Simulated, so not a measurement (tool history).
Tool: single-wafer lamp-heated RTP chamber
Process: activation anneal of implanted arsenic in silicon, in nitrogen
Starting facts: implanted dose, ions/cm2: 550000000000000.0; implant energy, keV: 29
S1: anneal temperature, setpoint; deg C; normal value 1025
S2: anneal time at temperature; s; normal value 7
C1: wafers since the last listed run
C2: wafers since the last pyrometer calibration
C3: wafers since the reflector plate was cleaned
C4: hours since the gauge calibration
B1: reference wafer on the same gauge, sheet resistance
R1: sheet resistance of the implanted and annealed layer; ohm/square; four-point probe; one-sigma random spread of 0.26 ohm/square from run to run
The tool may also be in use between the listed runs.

Run 1, hour 0: usual settings but S1 1014 deg C; C1 0; C2 3387; C3 4172; C4 241.7; B1 203.94. Result: R1 173.84 ohm/square.
Run 2, hour 7.8: usual settings but S1 1014 deg C; C1 125; C2 3513; C3 4297; C4 249.5; B1 203.99. Result: R1 174.63 ohm/square.
At hour 18.8: pyrometer window cleaned and pyrometer calibrated.
Run 3, hour 19.2: usual settings but S1 1008 deg C; C1 54; C2 6; C3 4352; C4 260.9; B1 203.96. Result: R1 175.88 ohm/square.
Run 4, hour 25.7: usual settings but S2 9 s; C1 104; C2 111; C3 4457; C4 267.4; B1 204.07. Result: R1 173.15 ohm/square.
Run 5, hour 43.7: usual settings; C1 289; C2 400; C3 4747; C4 285.4; B1 204. Result: R1 173.69 ohm/square.
Run 6, hour 59.9: usual settings but S1 1045 deg C; C1 260; C2 661; C3 5007; C4 301.6; B1 204.03. Result: R1 171.98 ohm/square.
Run 7, hour 77: usual settings but S1 1045 deg C; C1 275; C2 937; C3 5283; C4 318.7; B1 204. Result: R1 172.24 ohm/square.
Run 8, hour 93.1: usual settings; C1 259; C2 1196; C3 5542; C4 334.8; B1 203.98. Result: R1 173.66 ohm/square.
Run 9, hour 102.3: usual settings; C1 148; C2 1344; C3 5690; C4 344; B1 204.02. Result: R1 173.57 ohm/square.
Run 10, hour 112.5: usual settings; C1 164; C2 1508; C3 5854; C4 354.2; B1 203.98. Result: R1 173.36 ohm/square.
Run 11, hour 121.9: usual settings; C1 151; C2 1659; C3 6005; C4 363.6; B1 203.97. Result: R1 173.54 ohm/square.
Run 12, hour 138.9: usual settings; C1 273; C2 1933; C3 6279; C4 380.6; B1 203.98. Result: R1 173.17 ohm/square.
Run 13, hour 149.8: usual settings; C1 175; C2 2108; C3 6455; C4 391.5; B1 203.99. Result: R1 172.91 ohm/square.
At hour 150.1: gauge calibrated.
Run 14, hour 161.6: usual settings; C1 189; C2 2298; C3 6644; C4 11.5; B1 204.02. Result: R1 172.83 ohm/square.
Run 15, hour 168.6: usual settings; C1 112; C2 2411; C3 6757; C4 18.5; B1 204. Result: R1 172.85 ohm/square.
Run 16, hour 185: usual settings; C1 263; C2 2675; C3 7021; C4 34.9; B1 204. Result: R1 172.89 ohm/square.
Run 17, hour 191.2: usual settings; C1 99; C2 2775; C3 7121; C4 41.1; B1 203.92. Result: R1 173.05 ohm/square.
Run 18, hour 209: usual settings but S1 1046 deg C, S2 4 s; C1 286; C2 3061; C3 7407; C4 58.9; B1 204.07. Result: R1 173.42 ohm/square.
Run 19, hour 226.7: usual settings but S1 996 deg C, S2 10 s; C1 284; C2 3346; C3 7692; C4 76.6; B1 203.98. Result: R1 174.34 ohm/square.
At hour 236.9: pyrometer window cleaned and pyrometer calibrated.
Run 20, hour 237.9: usual settings but S1 1006 deg C, S2 8 s; C1 51; C2 16; C3 7744; C4 87.8; B1 203.95. Result: R1 175.29 ohm/square.
Run 21, hour 253.5: usual settings but S2 5 s; C1 251; C2 267; C3 7995; C4 103.4; B1 203.94. Result: R1 175.2 ohm/square.
Run 22, hour 264.7: usual settings but S2 3 s; C1 180; C2 448; C3 8175; C4 114.6; B1 204. Result: R1 177.35 ohm/square.
Run 23, hour 271.2: usual settings; C1 104; C2 552; C3 8280; C4 121.1; B1 204. Result: R1 173.86 ohm/square.
Run 24, hour 283.2: usual settings but S2 8 s; C1 193; C2 745; C3 8473; C4 133.1; B1 204.07. Result: R1 172.61 ohm/square.
At hour 312.5: reflector plate cleaned.
Run 25, hour 321.2: usual settings but S1 1044 deg C, S2 5 s; C1 482; C2 1228; C3 140; C4 171.1; B1 203.98. Result: R1 172.89 ohm/square.
Run 26, hour 351.5: usual settings; C1 487; C2 1716; C3 627; C4 201.4; B1 203.98. Result: R1 173.08 ohm/square.
Run 27, hour 365: usual settings; C1 217; C2 1933; C3 845; C4 214.9; B1 203.97. Result: R1 173.49 ohm/square.
Run 28, hour 377.1: usual settings but S1 1040 deg C; C1 194; C2 2128; C3 1040; C4 227; B1 204. Result: R1 171.57 ohm/square.
Run 29, hour 389.6: usual settings but S1 1050 deg C, S2 10 s; C1 201; C2 2329; C3 1241; C4 239.5; B1 203.99. Result: R1 169.45 ohm/square.
Run 30, hour 405.8: usual settings but S2 11 s; C1 260; C2 2590; C3 1502; C4 255.7; B1 204.01. Result: R1 171.04 ohm/square.
Run 31, hour 421.7: usual settings but S1 1010 deg C, S2 5 s; C1 255; C2 2846; C3 1757; C4 271.6; B1 204.02. Result: R1 175.98 ohm/square.
Run 32, hour 437.8: usual settings but S1 1035 deg C, S2 5 s; C1 259; C2 3105; C3 2017; C4 287.7; B1 203.97. Result: R1 173.55 ohm/square.
Run 33, hour 450.4: usual settings; C1 202; C2 3308; C3 2219; C4 300.3; B1 203.99. Result: R1 173.32 ohm/square.
Run 34, hour 458.2: usual settings but S1 1048 deg C, S2 10 s; C1 125; C2 3434; C3 2345; C4 308.1; B1 203.98. Result: R1 169.29 ohm/square.
Run 35, hour 469: usual settings but S1 1050 deg C, S2 4 s; C1 173; C2 3608; C3 2519; C4 318.9; B1 204.01. Result: R1 173.35 ohm/square.

3 options for the next run, each taken on its own from the tool as it stands now. Forecast them:
Run A, hour 469.4: usual settings but S1 1036 deg C; C1 6; C2 3614; C3 2525; C4 319.3; B1 ?. Result: R1 ?.
Run B, hour 469.4: usual settings but S1 1045 deg C, S2 9 s; C1 6; C2 3614; C3 2525; C4 319.3; B1 ?. Result: R1 ?.
Run C, hour 469.4: usual settings but S1 1007 deg C, S2 5 s; C1 6; C2 3614; C3 2525; C4 319.3; B1 ?. Result: R1 ?.

run      B1      R1
  A  204.01   172.2
  B  204.01   170.3
  C  204.01  176.37
Take away the tool's hidden state, keep each run's random variation, and the runs would have read:
run      R1
  A  173.35
  B  171.42
  C  177.32
